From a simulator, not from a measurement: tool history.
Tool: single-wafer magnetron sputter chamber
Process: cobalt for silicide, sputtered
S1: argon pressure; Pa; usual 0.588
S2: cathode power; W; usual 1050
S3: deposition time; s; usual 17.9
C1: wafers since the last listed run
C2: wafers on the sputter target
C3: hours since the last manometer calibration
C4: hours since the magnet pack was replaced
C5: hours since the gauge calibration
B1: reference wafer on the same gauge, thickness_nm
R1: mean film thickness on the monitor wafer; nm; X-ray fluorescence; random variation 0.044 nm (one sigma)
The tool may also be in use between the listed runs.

run	hour	S1	S2	S3	C1	C2	C3	C4	C5	B1	R1
1	0.0	0.678	1050	16.4	0	2495	1000.2	9628.8	6.8	9.333	7.634
2	6.6	0.678	1050	16.4	166	2662	1006.8	9635.4	13.4	9.344	7.531
3	18.6	0.678	1050	16.4	302	2964	1018.8	9647.4	25.4	9.344	7.588
4	35.3	0.588	900	19.4	421	3386	1035.5	9664.1	42.1	9.341	8.201
5	44.4	0.588	900	19.4	229	3616	1044.6	9673.2	51.2	9.344	8.224
6	55.2	0.466	1050	16.7	272	3888	1055.4	9684.0	62.0	9.352	8.539
7	68.8	0.588	1100	17.9	343	4232	1069.0	9697.6	75.6	9.345	8.999
8	76.8	0.490	1050	17.9	201	4434	1077.0	9705.6	83.6	9.343	9.007
9	83.6	0.767	1050	17.9	171	4605	1083.8	9712.4	90.4	9.332	7.963
10	95.4	0.767	1050	17.9	297	4903	1095.6	9724.2	102.2	9.342	8.016
11	108.7	0.588	1050	17.9	335	5239	1108.9	9737.5	115.5	9.341	8.681
# hour 119.0: capacitance manometer re-zeroed and calibrated
12	119.5	0.588	1050	17.9	70	5309	0.5	9748.3	126.3	9.346	8.696
13	128.5	0.588	900	17.9	227	5537	9.5	9757.3	135.3	9.338	7.593
14	135.8	0.588	900	16.8	184	5721	16.8	9764.6	142.6	9.347	7.104
15	151.9	0.678	1050	16.4	406	6127	32.9	9780.7	158.7	9.333	7.634
# hour 155.0: gauge calibrated
16	169.5	0.588	1050	17.9	444	6572	50.5	9798.3	14.5	9.343	8.617
17	177.1	0.588	1050	17.9	191	6763	58.1	9805.9	22.1	9.339	8.756
18	188.7	0.818	850	19.4	292	7056	69.7	9817.5	33.7	9.338	6.972
# hour 202.4: magnet pack replaced
19	202.9	0.705	1250	20.6	156	7213	83.9	0.5	47.9	9.344	11.057
# hour 225.4: sputter target and shields replaced
20	225.9	0.588	1050	21.0	378	11	106.9	23.5	70.9	9.350	10.192
21	231.0	0.418	1100	21.2	128	140	112.0	28.6	76.0	9.337	11.537
22	247.1	0.588	1200	21.0	406	546	128.1	44.7	92.1	9.336	11.516
23	253.4	0.412	900	17.9	159	705	134.4	51.0	98.4	9.340	8.148

Run 24 comes next. What will it give?
24	271.0	0.588	1050	17.9	444	1149	152.0	68.6	116.0	?	?

Run 24 gave B1 9.332, R1 8.601 nm.
Without the tool's hidden state the same run would have given R1 8.601 nm.

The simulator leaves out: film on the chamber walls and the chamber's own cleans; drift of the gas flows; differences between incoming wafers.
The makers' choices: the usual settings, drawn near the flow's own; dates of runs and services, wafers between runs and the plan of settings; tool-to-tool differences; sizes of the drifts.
